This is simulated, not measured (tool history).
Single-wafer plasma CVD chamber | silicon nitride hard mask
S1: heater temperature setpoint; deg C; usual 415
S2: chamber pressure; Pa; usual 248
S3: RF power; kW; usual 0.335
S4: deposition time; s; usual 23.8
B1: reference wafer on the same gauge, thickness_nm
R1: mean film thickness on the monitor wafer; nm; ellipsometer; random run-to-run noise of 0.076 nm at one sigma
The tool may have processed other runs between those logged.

{"run": 1, "hour": 0.0, "S1": 415, "S2": 248, "S3": 0.32, "S4": 25.2, "B1": 31.304, "R1": 34.15}
{"run": 2, "hour": 55.3, "S1": 415, "S2": 235, "S3": 0.335, "S4": 23.8, "B1": 31.313, "R1": 32.57}
{"run": 3, "hour": 153.7, "S1": 415, "S2": 235, "S3": 0.335, "S4": 23.8, "B1": 31.293, "R1": 32.473}
{"run": 4, "hour": 260.6, "S1": 415, "S2": 235, "S3": 0.335, "S4": 23.8, "B1": 31.295, "R1": 32.547}
{"run": 5, "hour": 352.4, "S1": 415, "S2": 248, "S3": 0.335, "S4": 23.8, "B1": 31.279, "R1": 33.159}
{"run": 6, "hour": 400.1, "S1": 415, "S2": 248, "S3": 0.335, "S4": 23.8, "B1": 31.318, "R1": 33.295}
{"run": 7, "hour": 439.4, "S1": 415, "S2": 248, "S3": 0.335, "S4": 23.8, "B1": 31.312, "R1": 33.278}
{"run": 8, "hour": 507.4, "S1": 415, "S2": 216, "S3": 0.335, "S4": 23.8, "B1": 31.311, "R1": 31.377}
{"hour": 520.4, "done": "gauge calibrated"}
{"hour": 539.6, "done": "capacitance manometer re-zeroed and calibrated"}
{"run": 9, "hour": 579.6, "S1": 415, "S2": 248, "S3": 0.335, "S4": 23.8, "B1": 31.275, "R1": 32.878}
{"hour": 643.6, "done": "showerhead replaced"}
{"run": 10, "hour": 644.1, "S1": 428, "S2": 292, "S3": 0.37, "S4": 23.8, "B1": 31.318, "R1": 36.991}
{"run": 11, "hour": 706.6, "S1": 415, "S2": 248, "S3": 0.335, "S4": 23.8, "B1": 31.311, "R1": 32.804}
{"run": 12, "hour": 743.2, "S1": 415, "S2": 279, "S3": 0.27, "S4": 23.8, "B1": 31.299, "R1": 29.119}
{"run": 13, "hour": 799.5, "S1": 402, "S2": 225, "S3": 0.38, "S4": 26.5, "B1": 31.318, "R1": 38.744}
{"run": 14, "hour": 876.5, "S1": 415, "S2": 307, "S3": 0.335, "S4": 21, "B1": 31.324, "R1": 31.236}
{"run": 15, "hour": 914.2, "S1": 427, "S2": 248, "S3": 0.335, "S4": 23.8, "B1": 31.303, "R1": 32.784}
{"run": 16, "hour": 1011.7, "S1": 415, "S2": 248, "S3": 0.335, "S4": 23.8, "B1": 31.284, "R1": 32.835}
{"hour": 1041.1, "done": "thermocouple changed; heater temperature recalibrated"}
{"run": 17, "hour": 1110.8, "S1": 415, "S2": 248, "S3": 0.335, "S4": 23.8, "B1": 31.293, "R1": 32.873}
{"run": 18, "hour": 1192.9, "S1": 415, "S2": 248, "S3": 0.335, "S4": 19.8, "B1": 31.331, "R1": 27.478}
{"run": 19, "hour": 1299.6, "S1": 415, "S2": 191, "S3": 0.36, "S4": 23.8, "B1": 31.319, "R1": 31.104}
{"hour": 1337.7, "done": "RF generator calibrated"}
{"run": 20, "hour": 1386.9, "S1": 415, "S2": 248, "S3": 0.335, "S4": 23.8, "B1": 31.275, "R1": 33.864}
{"run": 21, "hour": 1476.1, "S1": 415, "S2": 287, "S3": 0.305, "S4": 23.8, "B1": 31.306, "R1": 33.177}
{"run": 22, "hour": 1556.5, "S1": 415, "S2": 291, "S3": 0.335, "S4": 23.8, "B1": 31.298, "R1": 35.592}
{"run": 23, "hour": 1637.5, "S1": 415, "S2": 248, "S3": 0.335, "S4": 23.8, "B1": 31.276, "R1": 33.52}
{"run": 24, "hour": 1710.9, "S1": 419, "S2": 308, "S3": 0.32, "S4": 26.5, "B1": 31.31, "R1": 38.829}
{"run": 25, "hour": 1789.9, "S1": 415, "S2": 231, "S3": 0.335, "S4": 23.8, "B1": 31.313, "R1": 32.595}
{"run": 26, "hour": 1852.1, "S1": 415, "S2": 200, "S3": 0.335, "S4": 23.8, "B1": 31.344, "R1": 30.683}
{"run": 27, "hour": 1932.0, "S1": 408, "S2": 291, "S3": 0.295, "S4": 23.8, "B1": 31.307, "R1": 32.019}

Here are 5 independent what-if runs from the current tool condition. What would each one return?
{"run": "A", "hour": 1932.4, "S1": 402, "S2": 248, "S3": 0.335, "S4": 23.8, "B1": "?", "R1": "?"}
{"run": "B", "hour": 1932.4, "S1": 402, "S2": 273, "S3": 0.335, "S4": 20, "B1": "?", "R1": "?"}
{"run": "C", "hour": 1932.4, "S1": 422, "S2": 248, "S3": 0.335, "S4": 23.8, "B1": "?", "R1": "?"}
{"run": "D", "hour": 1932.4, "S1": 415, "S2": 248, "S3": 0.39, "S4": 26, "B1": "?", "R1": "?"}
{"run": "E", "hour": 1932.4, "S1": 430, "S2": 248, "S3": 0.395, "S4": 27.5, "B1": "?", "R1": "?"}

run=A B1=31.301 R1=33.631
run=B B1=31.301 R1=29.241
run=C B1=31.301 R1=33.373
run=D B1=31.301 R1=40.595
run=E B1=31.301 R1=43.052
With the hidden condition removed and each run's random variation left untouched, the same runs would have given:
run=A R1=34.03
run=B R1=29.61
run=C R1=33.768
run=D R1=41.026
run=E R1=43.482
